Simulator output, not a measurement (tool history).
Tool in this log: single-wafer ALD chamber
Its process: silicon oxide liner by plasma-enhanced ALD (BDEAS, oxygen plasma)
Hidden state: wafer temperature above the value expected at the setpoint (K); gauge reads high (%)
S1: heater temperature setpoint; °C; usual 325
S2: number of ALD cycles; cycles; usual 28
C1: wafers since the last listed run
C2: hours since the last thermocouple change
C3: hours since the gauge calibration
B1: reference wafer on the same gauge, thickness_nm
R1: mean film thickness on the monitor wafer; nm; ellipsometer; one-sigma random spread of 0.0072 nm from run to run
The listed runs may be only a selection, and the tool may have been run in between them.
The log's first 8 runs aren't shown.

run    hour   S1  S2   C1      C2      C3     B1     R1
  9   749.4  325  28  406   549.2  1339.1  2.084  2.518
 10   805.3  325  28  772   605.1  1395.0  2.083  2.514
 11   846.5  325  28  569   646.3  1436.2  2.082  2.514
 12   884.4  325  30  523   684.2  1474.1  2.082  2.683
 13   935.1  325  30  700   734.9  1524.8  2.080  2.686
 14   997.1  325  32  856   796.9  1586.8  2.078  2.870
 15  1034.9  325  24  522   834.7  1624.6  2.079  2.144
 16  1101.0  325  24  913   900.8  1690.7  2.078  2.156
     1113.4  -- gauge calibrated
 17  1171.1  325  24  968   970.9    57.7  2.103  2.180
 18  1230.0  321  25  814  1029.8   116.6  2.103  2.277
 19  1283.3  321  25  736  1083.1   169.9  2.102  2.288
 20  1351.1  325  28  937  1150.9   237.7  2.102  2.545
 21  1422.0  317  28  979  1221.8   308.6  2.104  2.563
 22  1458.9  313  34  509  1258.7   345.5  2.102  3.146
 23  1496.7  321  33  522  1296.5   383.3  2.102  3.018
     1536.9  -- thermocouple changed; heater temperature recalibrated
 24  1537.4  332  30  451     0.5   424.0  2.102  2.686
 25  1588.1  325  28  700    51.2   474.7  2.103  2.542
 26  1638.8  325  28  700   101.9   525.4  2.101  2.522
 27  1699.8  313  29  843   162.9   586.4  2.101  2.680

What does the tool deliver on the next run?
 28  1725.0  325  28  348  188.1  611.6   ?   ?

{"run 28": {"B1": 2.102, "R1": 2.537}}
Were there no unlogged condition in the tool, this run, its random variation unchanged, would have produced R1 2.536 nm.
